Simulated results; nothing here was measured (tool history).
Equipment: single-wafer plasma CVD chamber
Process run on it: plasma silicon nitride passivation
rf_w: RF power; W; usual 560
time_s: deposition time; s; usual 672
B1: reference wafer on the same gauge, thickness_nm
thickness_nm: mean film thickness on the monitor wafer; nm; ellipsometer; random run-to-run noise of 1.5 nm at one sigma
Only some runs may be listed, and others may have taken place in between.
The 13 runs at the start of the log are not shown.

Run 14, hour 196.6: usual settings; B1 970.681. Result: thickness_nm 1025.748 nm.
Run 15, hour 209.9: usual settings; B1 969.981. Result: thickness_nm 1025.070 nm.
Run 16, hour 219.4: usual settings but time_s 769 s; B1 970.394. Result: thickness_nm 1172.639 nm.
At hour 229.1: gauge calibrated.
Run 17, hour 231.9: usual settings but time_s 769 s; B1 970.075. Result: thickness_nm 1173.759 nm.
Run 18, hour 240.2: usual settings but time_s 769 s; B1 970.094. Result: thickness_nm 1171.809 nm.
Run 19, hour 255.9: usual settings but time_s 544 s; B1 969.345. Result: thickness_nm 830.073 nm.
Run 20, hour 273.9: usual settings but rf_w 470 W, time_s 795 s; B1 969.609. Result: thickness_nm 1157.622 nm.
Run 21, hour 286.9: usual settings; B1 970.036. Result: thickness_nm 1024.469 nm.
Run 22, hour 297.0: usual settings but rf_w 605 W, time_s 549 s; B1 969.794. Result: thickness_nm 853.758 nm.
Run 23, hour 310.3: usual settings but rf_w 495 W, time_s 707 s; B1 970.069. Result: thickness_nm 1044.478 nm.
Run 24, hour 321.9: usual settings but rf_w 520 W; B1 970.404. Result: thickness_nm 1006.490 nm.
Run 25, hour 328.7: usual settings; B1 970.274. Result: thickness_nm 1025.852 nm.
Run 26, hour 341.1: usual settings but rf_w 620 W, time_s 803 s; B1 969.842. Result: thickness_nm 1260.044 nm.
Run 27, hour 353.8: usual settings but rf_w 600 W, time_s 768 s; B1 969.378. Result: thickness_nm 1192.901 nm.
Run 28, hour 362.6: usual settings but rf_w 670 W, time_s 756 s; B1 970.640. Result: thickness_nm 1210.463 nm.
Run 29, hour 379.9: usual settings but rf_w 670 W, time_s 802 s; B1 969.878. Result: thickness_nm 1284.441 nm.
Run 30, hour 395.9: usual settings but rf_w 525 W, time_s 603 s; B1 969.671. Result: thickness_nm 903.268 nm.
Run 31, hour 410.5: usual settings but rf_w 625 W; B1 970.174. Result: thickness_nm 1058.046 nm.
Run 32, hour 424.2: usual settings but rf_w 660 W, time_s 630 s; B1 969.703. Result: thickness_nm 1003.377 nm.
Run 33, hour 434.8: usual settings; B1 970.260. Result: thickness_nm 1026.301 nm.
Run 34, hour 446.0: usual settings but rf_w 605 W, time_s 751 s; B1 969.953. Result: thickness_nm 1169.295 nm.
Run 35, hour 452.2: usual settings but time_s 548 s; B1 970.040. Result: thickness_nm 837.003 nm.
Run 36, hour 465.9: usual settings but rf_w 495 W, time_s 623 s; B1 970.080. Result: thickness_nm 920.282 nm.

Here are 3 independent what-if runs from the current tool condition. What would each one return?
Run A, hour 466.5: usual settings; B1 ?. Result: thickness_nm ?.
Run B, hour 466.5: usual settings but rf_w 665 W; B1 ?. Result: thickness_nm ?.
Run C, hour 466.5: usual settings but time_s 709 s; B1 ?. Result: thickness_nm ?.

run       B1  thickness_nm
  A  969.790      1024.301
  B  969.790      1072.312
  C  969.790      1080.698
What these runs would have given with no unlogged condition in the tool:
run  thickness_nm
  A      1024.301
  B      1072.312
  C      1080.698
